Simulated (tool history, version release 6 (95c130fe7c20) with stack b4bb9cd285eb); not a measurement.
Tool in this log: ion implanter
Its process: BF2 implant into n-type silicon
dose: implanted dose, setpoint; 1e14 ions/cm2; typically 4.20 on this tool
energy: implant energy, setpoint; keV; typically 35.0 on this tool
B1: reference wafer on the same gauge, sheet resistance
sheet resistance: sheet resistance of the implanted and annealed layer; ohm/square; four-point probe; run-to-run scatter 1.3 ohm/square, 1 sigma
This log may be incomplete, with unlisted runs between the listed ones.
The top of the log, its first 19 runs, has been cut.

{"run": 20, "hour": 255.9, "dose": 4.2, "energy": 35.0, "B1": 229.18, "sheet resistance": 262.95}
{"run": 21, "hour": 270.4, "dose": 4.78, "energy": 24.5, "B1": 229.06, "sheet resistance": 246.34}
{"run": 22, "hour": 284.7, "dose": 4.2, "energy": 47.0, "B1": 229.05, "sheet resistance": 257.05}
{"run": 23, "hour": 291.3, "dose": 3.08, "energy": 43.0, "B1": 228.91, "sheet resistance": 336.09}
{"run": 24, "hour": 304.9, "dose": 4.92, "energy": 31.5, "B1": 228.8, "sheet resistance": 231.52}
{"run": 25, "hour": 317.1, "dose": 5.05, "energy": 27.0, "B1": 228.96, "sheet resistance": 232.18}
{"run": 26, "hour": 331.7, "dose": 4.2, "energy": 35.0, "B1": 228.93, "sheet resistance": 263.37}
{"run": 27, "hour": 338.7, "dose": 4.2, "energy": 27.5, "B1": 229.05, "sheet resistance": 268.87}
{"run": 28, "hour": 345.0, "dose": 3.6, "energy": 35.0, "B1": 229.11, "sheet resistance": 302.44}
{"run": 29, "hour": 357.3, "dose": 4.2, "energy": 35.0, "B1": 228.98, "sheet resistance": 263.51}
{"run": 30, "hour": 385.1, "dose": 3.64, "energy": 39.0, "B1": 228.89, "sheet resistance": 297.28}
{"run": 31, "hour": 393.5, "dose": 5.33, "energy": 35.0, "B1": 228.91, "sheet resistance": 215.44}
{"run": 32, "hour": 401.8, "dose": 4.2, "energy": 26.5, "B1": 228.85, "sheet resistance": 272.62}
{"run": 33, "hour": 414.2, "dose": 3.27, "energy": 25.5, "B1": 229.2, "sheet resistance": 333.54}
{"run": 34, "hour": 429.5, "dose": 4.2, "energy": 35.0, "B1": 228.89, "sheet resistance": 264.33}
{"run": 35, "hour": 443.0, "dose": 4.2, "energy": 35.0, "B1": 228.99, "sheet resistance": 262.7}
{"run": 36, "hour": 458.2, "dose": 3.1, "energy": 35.0, "B1": 229.1, "sheet resistance": 342.64}
{"run": 37, "hour": 464.6, "dose": 5.03, "energy": 23.0, "B1": 229.12, "sheet resistance": 237.18}
{"run": 38, "hour": 475.9, "dose": 4.2, "energy": 27.5, "B1": 229.0, "sheet resistance": 269.09}

3 ways to go on from here, each from the tool as it stands after run 38. What would each give?
{"run": "A", "hour": 476.3, "dose": 4.2, "energy": 35.0, "B1": "?", "sheet resistance": "?"}
{"run": "B", "hour": 476.3, "dose": 3.86, "energy": 42.5, "B1": "?", "sheet resistance": "?"}
{"run": "C", "hour": 476.3, "dose": 3.74, "energy": 35.0, "B1": "?", "sheet resistance": "?"}

run=A B1=228.94 sheet_resistance=264.81
run=B B1=228.94 sheet_resistance=279.46
run=C B1=228.94 sheet_resistance=292.51
Without the tool's hidden state the same runs would have given:
run=A sheet_resistance=264.81
run=B sheet_resistance=279.46
run=C sheet_resistance=292.51
